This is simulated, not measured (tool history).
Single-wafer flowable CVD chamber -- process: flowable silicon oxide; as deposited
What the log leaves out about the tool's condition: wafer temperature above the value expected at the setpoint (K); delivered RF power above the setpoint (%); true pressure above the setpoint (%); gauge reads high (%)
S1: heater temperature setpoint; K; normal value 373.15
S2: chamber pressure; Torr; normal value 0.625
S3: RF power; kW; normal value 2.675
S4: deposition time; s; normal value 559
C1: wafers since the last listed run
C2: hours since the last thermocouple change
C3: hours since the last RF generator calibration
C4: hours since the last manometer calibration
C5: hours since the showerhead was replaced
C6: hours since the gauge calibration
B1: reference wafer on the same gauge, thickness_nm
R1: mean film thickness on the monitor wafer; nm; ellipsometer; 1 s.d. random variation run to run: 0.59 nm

run 1 hour=0.0 | S1=373.15 S2=0.625 S3=2.675 S4=559 | C1=0 C2=1538.5 C3=702.7 C4=2616.1 C5=2124.4 C6=519.1 | B1=227.999 | R1=265.085
-- hour=9.7 thermocouple changed; heater temperature recalibrated
run 2 hour=15.7 | S1=373.15 S2=0.625 S3=2.675 S4=559 | C1=20 C2=6.0 C3=718.4 C4=2631.8 C5=2140.1 C6=534.8 | B1=228.053 | R1=271.355
run 3 hour=46.4 | S1=373.15 S2=0.738 S3=2.675 S4=559 | C1=80 C2=36.7 C3=749.1 C4=2662.5 C5=2170.8 C6=565.5 | B1=228.083 | R1=320.925
run 4 hour=76.3 | S1=373.15 S2=0.738 S3=2.675 S4=559 | C1=77 C2=66.6 C3=779.0 C4=2692.4 C5=2200.7 C6=595.4 | B1=228.064 | R1=321.559
run 5 hour=93.5 | S1=373.15 S2=0.661 S3=2.675 S4=559 | C1=44 C2=83.8 C3=796.2 C4=2709.6 C5=2217.9 C6=612.6 | B1=227.986 | R1=287.591
run 6 hour=106.2 | S1=373.15 S2=0.661 S3=2.675 S4=559 | C1=33 C2=96.5 C3=808.9 C4=2722.3 C5=2230.6 C6=625.3 | B1=227.765 | R1=286.804
-- hour=176.1 capacitance manometer re-zeroed and calibrated
run 7 hour=188.1 | S1=373.15 S2=0.625 S3=2.675 S4=559 | C1=192 C2=178.4 C3=890.8 C4=12.0 C5=2312.5 C6=707.2 | B1=228.016 | R1=271.933
-- hour=197.6 RF generator calibrated
run 8 hour=204.7 | S1=373.15 S2=0.625 S3=2.675 S4=559 | C1=22 C2=195.0 C3=7.1 C4=28.6 C5=2329.1 C6=723.8 | B1=228.026 | R1=271.611
run 9 hour=218.2 | S1=358.15 S2=0.625 S3=2.675 S4=559 | C1=35 C2=208.5 C3=20.6 C4=42.1 C5=2342.6 C6=737.3 | B1=228.038 | R1=464.853
run 10 hour=243.8 | S1=384.15 S2=0.625 S3=3.110 S4=607 | C1=66 C2=234.1 C3=46.2 C4=67.7 C5=2368.2 C6=762.9 | B1=228.017 | R1=196.499
run 11 hour=257.7 | S1=373.15 S2=0.686 S3=2.235 S4=487 | C1=36 C2=248.0 C3=60.1 C4=81.6 C5=2382.1 C6=776.8 | B1=228.059 | R1=255.296
run 12 hour=292.7 | S1=361.15 S2=0.625 S3=2.920 S4=559 | C1=91 C2=283.0 C3=95.1 C4=116.6 C5=2417.1 C6=811.8 | B1=228.065 | R1=423.467
-- hour=301.0 thermocouple changed; heater temperature recalibrated, repeated, since the last time left the tool worse
run 13 hour=328.5 | S1=373.15 S2=0.667 S3=2.675 S4=491 | C1=72 C2=27.5 C3=130.9 C4=152.4 C5=2452.9 C6=847.6 | B1=227.922 | R1=243.665
run 14 hour=362.4 | S1=365.15 S2=0.625 S3=3.200 S4=559 | C1=88 C2=61.4 C3=164.8 C4=186.3 C5=2486.8 C6=881.5 | B1=227.912 | R1=354.805
-- hour=401.5 showerhead replaced
run 15 hour=402.0 | S1=373.15 S2=0.625 S3=2.675 S4=559 | C1=82 C2=101.0 C3=204.4 C4=225.9 C5=0.5 C6=921.1 | B1=227.960 | R1=259.436
run 16 hour=413.7 | S1=373.15 S2=0.625 S3=2.675 S4=559 | C1=30 C2=112.7 C3=216.1 C4=237.6 C5=12.2 C6=932.8 | B1=227.993 | R1=258.771
run 17 hour=447.5 | S1=365.15 S2=0.506 S3=3.180 S4=644 | C1=88 C2=146.5 C3=249.9 C4=271.4 C5=46.0 C6=966.6 | B1=227.996 | R1=332.019
run 18 hour=479.4 | S1=373.15 S2=0.625 S3=2.675 S4=559 | C1=83 C2=178.4 C3=281.8 C4=303.3 C5=77.9 C6=998.5 | B1=227.992 | R1=259.227
-- hour=488.8 gauge calibrated
run 19 hour=493.3 | S1=373.15 S2=0.575 S3=2.405 S4=612 | C1=36 C2=192.3 C3=295.7 C4=317.2 C5=91.8 C6=4.5 | B1=227.979 | R1=257.423
run 20 hour=521.8 | S1=378.15 S2=0.579 S3=2.275 S4=559 | C1=74 C2=220.8 C3=324.2 C4=345.7 C5=120.3 C6=33.0 | B1=228.001 | R1=195.630
run 21 hour=548.8 | S1=373.15 S2=0.545 S3=2.675 S4=559 | C1=70 C2=247.8 C3=351.2 C4=372.7 C5=147.3 C6=60.0 | B1=228.054 | R1=227.073
run 22 hour=577.5 | S1=373.15 S2=0.625 S3=2.675 S4=559 | C1=74 C2=276.5 C3=379.9 C4=401.4 C5=176.0 C6=88.7 | B1=227.900 | R1=259.406
run 23 hour=629.2 | S1=360.15 S2=0.703 S3=2.390 S4=645 | C1=134 C2=328.2 C3=431.6 C4=453.1 C5=227.7 C6=140.4 | B1=228.032 | R1=535.410
run 24 hour=645.7 | S1=365.15 S2=0.746 S3=2.245 S4=609 | C1=43 C2=344.7 C3=448.1 C4=469.6 C5=244.2 C6=156.9 | B1=228.127 | R1=450.982
run 25 hour=665.0 | S1=379.15 S2=0.550 S3=2.675 S4=559 | C1=50 C2=364.0 C3=467.4 C4=488.9 C5=263.5 C6=176.2 | B1=228.080 | R1=181.163
run 26 hour=689.3 | S1=373.15 S2=0.625 S3=2.675 S4=559 | C1=63 C2=388.3 C3=491.7 C4=513.2 C5=287.8 C6=200.5 | B1=228.147 | R1=258.999
run 27 hour=752.8 | S1=373.15 S2=0.473 S3=3.130 S4=559 | C1=165 C2=451.8 C3=555.2 C4=576.7 C5=351.3 C6=264.0 | B1=228.079 | R1=199.605
run 28 hour=774.6 | S1=373.15 S2=0.625 S3=2.675 S4=559 | C1=56 C2=473.6 C3=577.0 C4=598.5 C5=373.1 C6=285.8 | B1=228.076 | R1=259.411
run 29 hour=795.7 | S1=373.15 S2=0.625 S3=2.505 S4=559 | C1=55 C2=494.7 C3=598.1 C4=619.6 C5=394.2 C6=306.9 | B1=227.947 | R1=258.634

Hidden state, per run?
delivered RF power above the setpoint (%): 0 across all the runs
true pressure above the setpoint (%): 0 across all the runs
gauge reads high (%): 0 across all the runs
H1: wafer temperature above the value expected at the setpoint (K)
run=1 H1=-0.696
run=2 H1=-1.36
run=3 H1=-1.36
run=4 H1=-1.36
run=5 H1=-1.36
run=6 H1=-1.36
run=7 H1=-1.37
run=8 H1=-1.37
run=9 H1=-1.37
run=10 H1=-1.37
run=11 H1=-1.37
run=12 H1=-1.38
run=13 H1=-0.101
run=14 H1=-0.102
run=15 H1=-0.103
run=16 H1=-0.104
run=17 H1=-0.107
run=18 H1=-0.11
run=19 H1=-0.111
run=20 H1=-0.114
run=21 H1=-0.118
run=22 H1=-0.122
run=23 H1=-0.131
run=24 H1=-0.135
run=25 H1=-0.138
run=26 H1=-0.144
run=27 H1=-0.159
run=28 H1=-0.165
run=29 H1=-0.171
